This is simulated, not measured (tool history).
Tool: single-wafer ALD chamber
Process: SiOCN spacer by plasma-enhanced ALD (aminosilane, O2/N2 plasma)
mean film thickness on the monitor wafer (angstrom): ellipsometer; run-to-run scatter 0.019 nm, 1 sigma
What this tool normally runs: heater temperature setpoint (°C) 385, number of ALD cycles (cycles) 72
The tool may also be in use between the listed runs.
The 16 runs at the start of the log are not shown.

run	hour	heater temperature setpoint (°C)	number of ALD cycles (cycles)	wafers since the last listed run	hours since the last thermocouple change	hours since the gauge calibration	read-back reference wafer on the same gauge, thickness_nm	mean film thickness on the monitor wafer (angstrom)
17	201.9	385	72	29	1701.5	379.6	4.218	43.61
18	218.9	385	72	46	1718.5	396.6	4.219	43.60
19	226.5	385	72	20	1726.1	404.2	4.222	43.48
20	235.0	385	72	23	1734.6	412.7	4.220	43.91
21	249.1	385	67	38	1748.7	426.8	4.219	40.81
22	266.1	389	72	46	1765.7	443.8	4.221	43.40
# hour 281.6: thermocouple changed; heater temperature recalibrated
23	282.1	374	63	21	0.5	459.8	4.218	38.26
# hour 290.4: gauge calibrated
24	290.5	385	60	22	8.9	0.1	4.217	36.55
25	299.2	381	61	23	17.6	8.8	4.219	37.01
26	314.4	371	58	41	32.8	24.0	4.220	35.28
27	331.6	396	63	46	50.0	41.2	4.220	38.25
28	338.7	385	72	19	57.1	48.3	4.222	43.25
29	350.7	385	72	32	69.1	60.3	4.221	43.45
30	364.6	385	72	37	83.0	74.2	4.218	43.74
31	381.0	372	58	44	99.4	90.6	4.219	35.30
32	390.8	385	78	26	109.2	100.4	4.217	47.24
33	400.2	392	61	25	118.6	109.8	4.221	36.94
34	409.7	385	83	25	128.1	119.3	4.221	50.31
35	424.6	385	59	40	143.0	134.2	4.223	35.61
36	430.7	385	72	16	149.1	140.3	4.223	43.23
37	448.7	397	61	48	167.1	158.3	4.223	37.00
38	457.2	393	66	23	175.6	166.8	4.220	40.16

Here are 3 independent what-if runs from the current tool condition. What would each one return?
A	457.7	385	72	1	176.1	167.3	?	?
B	457.7	395	58	1	176.1	167.3	?	?
C	457.7	377	76	1	176.1	167.3	?	?

run	read-back reference wafer on the same gauge, thickness_nm	mean film thickness on the monitor wafer (angstrom)
A	4.221	43.29
B	4.221	34.87
C	4.221	45.69
Stripped of hidden state, with their random variation kept, the same runs would have yielded:
run	mean film thickness on the monitor wafer (angstrom)
A	43.29
B	34.87
C	45.69
